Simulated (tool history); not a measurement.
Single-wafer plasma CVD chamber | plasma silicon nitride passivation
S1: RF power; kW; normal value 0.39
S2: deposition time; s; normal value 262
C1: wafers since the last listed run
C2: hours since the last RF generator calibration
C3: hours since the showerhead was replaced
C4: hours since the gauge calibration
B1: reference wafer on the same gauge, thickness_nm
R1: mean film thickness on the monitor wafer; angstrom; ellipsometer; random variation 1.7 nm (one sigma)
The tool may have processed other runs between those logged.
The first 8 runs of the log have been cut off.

run,hour,S1,S2,C1,C2,C3,C4,B1,R1
9,362.1,0.39,262,230,961.3,4871.5,892.6,336.958,4035.83
# hour 398.8: RF generator calibrated
10,418.1,0.39,262,323,19.3,4927.5,948.6,336.929,4011.03
11,465.7,0.39,262,320,66.9,4975.1,996.2,336.806,3994.99
12,490.2,0.445,262,164,91.4,4999.6,1020.7,336.998,4153.02
13,517.2,0.445,262,181,118.4,5026.6,1047.7,337.12,4175.28
# hour 586.9: showerhead replaced
14,587.4,0.39,262,418,188.6,0.5,1117.9,336.751,4034.65
15,625.1,0.39,262,253,226.3,38.2,1155.6,337.163,4027.47
16,676.2,0.39,262,343,277.4,89.3,1206.7,336.911,3996.54
17,717.7,0.43,286,279,318.9,130.8,1248.2,337.163,4534.79
18,786.8,0.43,286,464,388,199.9,1317.3,337.017,4497.94
19,956,0.39,262,1138,557.2,369.1,1486.5,336.928,4006.1
20,1020.8,0.39,262,436,622,433.9,1551.3,336.995,4015.3
21,1064.5,0.35,229,294,665.7,477.6,1595,336.987,3339.71
22,1111.5,0.355,213,316,712.7,524.6,1642,336.965,3146.03
23,1149.3,0.43,312,254,750.5,562.4,1679.8,337.091,4954.98
24,1190.2,0.42,306,275,791.4,603.3,1720.7,336.942,4770.16

Predict the results of run 25:
25,1254.3,0.325,304,431,855.5,667.4,1784.8,?,?

{"run 25": {"B1": 337.075, "R1": 4337.93}}
Without the tool's hidden state the same run would have given R1 4337.93 angstrom.

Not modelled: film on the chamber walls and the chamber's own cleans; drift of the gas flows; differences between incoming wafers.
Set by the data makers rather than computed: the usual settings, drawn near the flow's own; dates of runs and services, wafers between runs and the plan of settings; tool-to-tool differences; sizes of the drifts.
